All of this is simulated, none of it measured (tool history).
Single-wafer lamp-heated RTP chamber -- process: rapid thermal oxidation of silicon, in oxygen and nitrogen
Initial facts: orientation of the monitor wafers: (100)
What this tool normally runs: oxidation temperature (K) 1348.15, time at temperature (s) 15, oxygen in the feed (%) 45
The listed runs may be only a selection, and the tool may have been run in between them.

run    hour  oxidation temperature (K)  time at temperature (s)  oxygen in the feed (%)  wafers since the last listed run  wafers since the last pyrometer calibration  hours since the oxygen flow controller was replaced  hours since the gauge calibration  read-back reference wafer on the same gauge, thickness  oxide thickness on the monitor wafer (angstrom)
  1     0.0                    1348.15                       15                      45                                 0                                         5577                                               2713.1                              107.0                                                   4.853                                            43.18
  2    95.5                    1348.15                       15                      45                               473                                         6050                                               2808.6                              202.5                                                   4.827                                            42.90
      107.3  -- pyrometer window cleaned and pyrometer calibrated
  3   143.1                    1358.15                       15                      45                               196                                          177                                               2856.2                              250.1                                                   4.822                                            45.45
  4   244.9                    1358.15                       15                      45                               504                                          681                                               2958.0                              351.9                                                   4.799                                            45.44
  5   324.0                    1358.15                       15                      45                               391                                         1073                                               3037.1                              431.0                                                   4.786                                            45.32
  6   401.1                    1348.15                       15                      45                               382                                         1455                                               3114.2                              508.1                                                   4.777                                            42.37
  7   454.8                    1360.15                       15                      45                               266                                         1722                                               3167.9                              561.8                                                   4.775                                            45.63
  8   501.4                    1360.15                       15                      45                               230                                         1952                                               3214.5                              608.4                                                   4.759                                            45.78
  9   603.4                    1348.15                       17                      29                               505                                         2458                                               3316.5                              710.4                                                   4.753                                            38.39
 10   698.9                    1348.15                       17                      29                               473                                         2931                                               3412.0                              805.9                                                   4.744                                            38.36
 11   789.6                    1348.15                       15                      64                               449                                         3381                                               3502.7                              896.6                                                   4.742                                            47.73
      879.9  -- oxygen flow controller replaced
 12   882.8                    1348.15                       15                      64                               422                                         3803                                                  2.9                              989.8                                                   4.735                                            47.26
 13   936.9                    1348.15                       15                      64                               268                                         4071                                                 57.0                             1043.9                                                   4.741                                            47.51
 14  1017.1                    1348.15                       15                      45                               397                                         4468                                                137.2                             1124.1                                                   4.728                                            42.30
 15  1082.8                    1348.15                       15                      45                               325                                         4794                                                202.9                             1189.8                                                   4.721                                            42.04
 16  1159.1                    1370.15                       19                      73                               378                                         5172                                                279.2                             1266.1                                                   4.729                                            62.20
     1239.2  -- pyrometer window cleaned and pyrometer calibrated
 17  1254.3                    1318.15                       19                      73                               432                                           74                                                374.4                             1361.3                                                   4.721                                            44.43
 18  1300.9                    1356.15                       19                      36                               230                                          305                                                421.0                             1407.9                                                   4.720                                            44.67
 19  1371.2                    1368.15                        8                      34                               348                                          654                                                491.3                             1478.2                                                   4.708                                            34.59
 20  1421.0                    1334.15                       10                      28                               246                                          901                                                541.1                             1528.0                                                   4.708                                            29.47
 21  1527.5                    1348.15                       15                      65                               527                                         1428                                                647.6                             1634.5                                                   4.707                                            47.28
 22  1570.0                    1348.15                       15                      45                               210                                         1639                                                690.1                             1677.0                                                   4.711                                            41.85
 23  1666.5                    1367.15                       10                      60                               478                                         2117                                                786.6                             1773.5                                                   4.708                                            44.73
     1676.6  -- gauge calibrated
 24  1750.8                    1337.15                        9                      45                               417                                         2535                                                870.9                               74.2                                                   4.869                                            33.78
 25  1818.1                    1348.15                       15                      45                               333                                         2868                                                938.2                              141.5                                                   4.859                                            43.10
 26  1875.3                    1366.15                       15                      45                               283                                         3152                                                995.4                              198.7                                                   4.844                                            47.84
 27  1925.1                    1348.15                       13                      65                               246                                         3399                                               1045.2                              248.5                                                   4.830                                            46.29
 28  1981.0                    1348.15                       18                      45                               277                                         3676                                               1101.1                              304.4                                                   4.824                                            46.33
 29  2057.0                    1348.15                       15                      45                               376                                         4052                                               1177.1                              380.4                                                   4.811                                            42.63
 30  2162.3                    1335.15                       18                      61                               521                                         4574                                               1282.4                              485.7                                                   4.795                                            46.81
     2198.8  -- pyrometer window cleaned and pyrometer calibrated
 31  2239.0                    1368.15                       15                      67                               340                                          199                                               1359.1                              562.4                                                   4.786                                            54.92

What if the next run were any one of these 5? Each begins from the tool's condition after run 31:
  A  2239.5                    1348.15                       15                      45                                 2                                          201                                               1359.6                              562.9                                                       ?                                                ?
  B  2239.5                    1378.15                       11                      70                                 2                                          201                                               1359.6                              562.9                                                       ?                                                ?
  C  2239.5                    1348.15                       10                      45                                 2                                          201                                               1359.6                              562.9                                                       ?                                                ?
  D  2239.5                    1348.15                       15                      17                                 2                                          201                                               1359.6                              562.9                                                       ?                                                ?
  E  2239.5                    1348.15                       22                      17                                 2                                          201                                               1359.6                              562.9                                                       ?                                                ?

run  read-back reference wafer on the same gauge, thickness  oxide thickness on the monitor wafer (angstrom)
  A                                                   4.784                                            42.59
  B                                                   4.784                                            52.96
  C                                                   4.784                                            36.79
  D                                                   4.784                                            31.87
  E                                                   4.784                                            36.29
With the hidden condition removed and each run's random variation left untouched, the same runs would have given:
run  oxide thickness on the monitor wafer (angstrom)
  A                                            43.44
  B                                            54.01
  C                                            37.52
  D                                            32.51
  E                                            37.02

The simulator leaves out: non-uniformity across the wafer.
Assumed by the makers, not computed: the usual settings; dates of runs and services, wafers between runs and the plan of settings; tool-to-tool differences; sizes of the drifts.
